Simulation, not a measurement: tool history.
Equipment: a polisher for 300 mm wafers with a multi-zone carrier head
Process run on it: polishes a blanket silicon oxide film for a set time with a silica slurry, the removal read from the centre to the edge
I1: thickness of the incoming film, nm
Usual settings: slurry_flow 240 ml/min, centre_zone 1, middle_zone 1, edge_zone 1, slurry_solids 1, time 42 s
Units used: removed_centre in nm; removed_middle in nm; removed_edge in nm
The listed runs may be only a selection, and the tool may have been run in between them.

{"run": 1, "hour": 0.0, "slurry_flow": 240, "centre_zone": 1, "middle_zone": 1, "edge_zone": 1, "slurry_solids": 1, "time": 32, "I1": 913.2, "removed_centre": 79, "removed_middle": 75.5, "removed_edge": 77.7}
{"run": 2, "hour": 56.5, "slurry_flow": 240, "centre_zone": 1, "middle_zone": 1, "edge_zone": 1, "slurry_solids": 1, "time": 32, "I1": 911.8, "removed_centre": 77, "removed_middle": 75.9, "removed_edge": 78.8}
{"run": 3, "hour": 109.8, "slurry_flow": 240, "centre_zone": 1, "middle_zone": 1, "edge_zone": 1, "slurry_solids": 1, "time": 32, "I1": 906.8, "removed_centre": 78.4, "removed_middle": 76.9, "removed_edge": 78}
{"run": 4, "hour": 199.2, "slurry_flow": 240, "centre_zone": 1, "middle_zone": 1, "edge_zone": 1, "slurry_solids": 1, "time": 42, "I1": 899.8, "removed_centre": 104, "removed_middle": 99.9, "removed_edge": 100.1}
{"run": 5, "hour": 298.9, "slurry_flow": 240, "centre_zone": 1, "middle_zone": 1, "edge_zone": 1, "slurry_solids": 1, "time": 42, "I1": 915.1, "removed_centre": 103.3, "removed_middle": 100.2, "removed_edge": 101.5}
{"run": 6, "hour": 367.9, "slurry_flow": 255, "centre_zone": 1, "middle_zone": 1, "edge_zone": 1, "slurry_solids": 1, "time": 42, "I1": 905.5, "removed_centre": 104.2, "removed_middle": 100.5, "removed_edge": 101.4}
{"run": 7, "hour": 416.8, "slurry_flow": 255, "centre_zone": 1, "middle_zone": 1, "edge_zone": 1, "slurry_solids": 1, "time": 42, "I1": 906.7, "removed_centre": 103.8, "removed_middle": 99.7, "removed_edge": 101.3}
{"run": 8, "hour": 509.2, "slurry_flow": 240, "centre_zone": 1, "middle_zone": 1, "edge_zone": 1, "slurry_solids": 1.15, "time": 42, "I1": 910.4, "removed_centre": 108.9, "removed_middle": 107.5, "removed_edge": 109.3}
{"run": 9, "hour": 576.4, "slurry_flow": 240, "centre_zone": 1, "middle_zone": 1, "edge_zone": 1, "slurry_solids": 1, "time": 42, "I1": 897.1, "removed_centre": 102.2, "removed_middle": 100, "removed_edge": 101.6}
{"run": 10, "hour": 636.1, "slurry_flow": 240, "centre_zone": 1, "middle_zone": 1, "edge_zone": 0.96, "slurry_solids": 1, "time": 47, "I1": 910.4, "removed_centre": 115.5, "removed_middle": 111.7, "removed_edge": 113.4}
{"run": 11, "hour": 685.7, "slurry_flow": 280, "centre_zone": 1, "middle_zone": 0.95, "edge_zone": 0.9, "slurry_solids": 0.75, "time": 42, "I1": 914.5, "removed_centre": 88, "removed_middle": 82.1, "removed_edge": 82}
{"run": 12, "hour": 754.7, "slurry_flow": 265, "centre_zone": 1, "middle_zone": 1, "edge_zone": 1, "slurry_solids": 1, "time": 42, "I1": 893.6, "removed_centre": 104, "removed_middle": 99.7, "removed_edge": 102.6}
{"run": 13, "hour": 896.6, "slurry_flow": 170, "centre_zone": 1, "middle_zone": 1, "edge_zone": 1, "slurry_solids": 1, "time": 42, "I1": 909.1, "removed_centre": 99.3, "removed_middle": 97.1, "removed_edge": 99.1}
{"run": 14, "hour": 965.8, "slurry_flow": 240, "centre_zone": 1, "middle_zone": 1, "edge_zone": 1, "slurry_solids": 1, "time": 42, "I1": 909.5, "removed_centre": 103.6, "removed_middle": 99.6, "removed_edge": 101.6}

Removed from this log: 10 entries logged between the listed runs. Between which two listed runs does each belong, and how does the tool's hidden state at the listed run before it compare with that at the listed run after it?
In the gap between runs 2 and 3: worn pad replaced by a new one (hour 94)
  no difference in the tool's unlogged condition between these two runs
In the gap between runs 3 and 4: slurry nozzle cleaned (hour 198.7)
  no difference in the tool's unlogged condition between these two runs
In the gap between runs 4 and 5: worn pad replaced by a new one (hour 298.4)
  no difference in the tool's unlogged condition between these two runs
In the gap between runs 8 and 9: worn pad replaced by a new one (hour 519.1); carrier head's membrane replaced by a new one (hour 545.9); edge zone pressure recalibrated (hour 552.1)
  no difference in the tool's unlogged condition between these two runs
In the gap between runs 11 and 12: slurry nozzle cleaned (hour 695.5); worn pad replaced by a new one (hour 718.4); centre zone pressure recalibrated (hour 728.8)
  no difference in the tool's unlogged condition between these two runs
In the gap between runs 13 and 14: worn pad replaced by a new one (hour 929.8)
  no difference in the tool's unlogged condition between these two runs

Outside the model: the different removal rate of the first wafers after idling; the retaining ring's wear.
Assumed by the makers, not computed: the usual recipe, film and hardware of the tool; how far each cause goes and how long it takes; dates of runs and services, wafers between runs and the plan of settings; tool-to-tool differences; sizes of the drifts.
